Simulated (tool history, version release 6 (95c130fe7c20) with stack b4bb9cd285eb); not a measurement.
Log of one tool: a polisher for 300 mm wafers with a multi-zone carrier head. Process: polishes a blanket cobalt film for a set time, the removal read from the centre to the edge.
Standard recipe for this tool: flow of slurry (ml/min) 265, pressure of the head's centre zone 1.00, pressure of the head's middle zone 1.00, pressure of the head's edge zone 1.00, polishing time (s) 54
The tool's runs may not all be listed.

| run | hour | flow of slurry (ml/min) | pressure of the head's centre zone | pressure of the head's middle zone | pressure of the head's edge zone | polishing time (s) | wafers since the last listed run | wafers polished on this pad | hours since the slurry nozzle was cleaned | hours since the centre zone pressure was calibrated | hours since the edge zone pressure was calibrated | hours since the carrier head's membrane was replaced | incoming thickness of the incoming film, nm | film removed at the wafer's centre (Å) | film removed at mid-radius (Å) | film removed at the wafer's edge (Å) |
|---|---|---|---|---|---|---|---|---|---|---|---|---|---|---|---|---|
| 1 | 0.0 | 265 | 1.00 | 1.00 | 1.00 | 54 | 0 | 329 | 471.7 | 902.7 | 425.4 | 1156.6 | 898.2 | 3458 | 3433 | 3375 |
| 2 | 18.8 | 265 | 1.00 | 1.00 | 1.00 | 54 | 153 | 482 | 490.5 | 921.5 | 444.2 | 1175.4 | 892.1 | 3296 | 3442 | 3384 |
| 3 | 35.8 | 265 | 1.00 | 1.00 | 1.00 | 54 | 138 | 621 | 507.5 | 938.5 | 461.2 | 1192.4 | 911.2 | 3259 | 3376 | 3347 |
| 4 | 68.0 | 265 | 1.00 | 1.00 | 1.00 | 54 | 262 | 883 | 539.7 | 970.7 | 493.4 | 1224.6 | 884.0 | 3152 | 3336 | 3303 |
| 5 | 85.6 | 265 | 1.03 | 1.00 | 1.00 | 54 | 143 | 1026 | 557.3 | 988.3 | 511.0 | 1242.2 | 893.9 | 3320 | 3262 | 3195 |
| 6 | 107.9 | 265 | 1.03 | 1.00 | 1.00 | 54 | 181 | 1208 | 579.6 | 1010.6 | 533.3 | 1264.5 | 895.6 | 3159 | 3202 | 3185 |
|  | 127.2 | worn pad replaced by a new one |
| 7 | 131.7 | 265 | 1.03 | 1.00 | 1.00 | 54 | 161 | 36 | 603.4 | 1034.4 | 557.1 | 1288.3 | 899.1 | 3563 | 3508 | 3454 |
| 8 | 152.0 | 265 | 1.00 | 1.00 | 1.00 | 54 | 165 | 202 | 623.7 | 1054.7 | 577.4 | 1308.6 | 910.2 | 3418 | 3527 | 3471 |
|  | 153.4 | slurry nozzle cleaned |
|  | 188.5 | carrier head's membrane replaced by a new one, of another model than before |
|  | 194.5 | centre zone pressure recalibrated |
| 9 | 197.9 | 265 | 1.00 | 1.00 | 1.00 | 44 | 308 | 510 | 44.5 | 3.4 | 623.3 | 9.4 | 899.0 | 2873 | 2820 | 2817 |
| 10 | 215.7 | 305 | 1.00 | 1.00 | 1.00 | 54 | 145 | 655 | 62.3 | 21.2 | 641.1 | 27.2 | 899.8 | 3439 | 3420 | 3424 |
|  | 252.7 | worn pad replaced by a new one |
|  | 280.4 | edge zone pressure recalibrated |
| 11 | 287.6 | 265 | 1.00 | 0.97 | 0.95 | 46 | 536 | 268 | 134.2 | 93.1 | 7.2 | 99.1 | 914.1 | 2963 | 2879 | 2904 |
| 12 | 319.2 | 265 | 0.96 | 1.00 | 1.12 | 46 | 257 | 525 | 165.8 | 124.7 | 38.8 | 130.7 | 890.8 | 2839 | 2948 | 2988 |
| 13 | 336.5 | 265 | 1.00 | 1.00 | 1.00 | 54 | 140 | 666 | 183.1 | 142.0 | 56.1 | 148.0 | 906.5 | 3327 | 3384 | 3325 |
| 14 | 358.3 | 355 | 0.89 | 0.88 | 1.00 | 71 | 177 | 844 | 204.9 | 163.8 | 77.9 | 169.8 | 883.2 | 4203 | 3842 | 4432 |
| 15 | 383.1 | 340 | 0.96 | 1.10 | 0.97 | 54 | 202 | 1046 | 229.7 | 188.6 | 102.7 | 194.6 | 912.5 | 3291 | 3690 | 3257 |

Run 16 is up next; what results do you expect?
|  | 402.8 | worn pad replaced by a new one |
| 16 | 403.3 | 265 | 1.00 | 1.00 | 1.00 | 54 | 131 | 3 | 249.9 | 208.8 | 122.9 | 214.8 | 918.0 | ? | ? | ? |

film removed at the wafer's centre (Å): 3407
film removed at mid-radius (Å): 3508
film removed at the wafer's edge (Å): 3496
If the tool had no hidden condition, the same run with the same run-to-run variation would have returned film removed at the wafer's centre (Å) 3436, film removed at mid-radius (Å) 3537, film removed at the wafer's edge (Å) 3525.
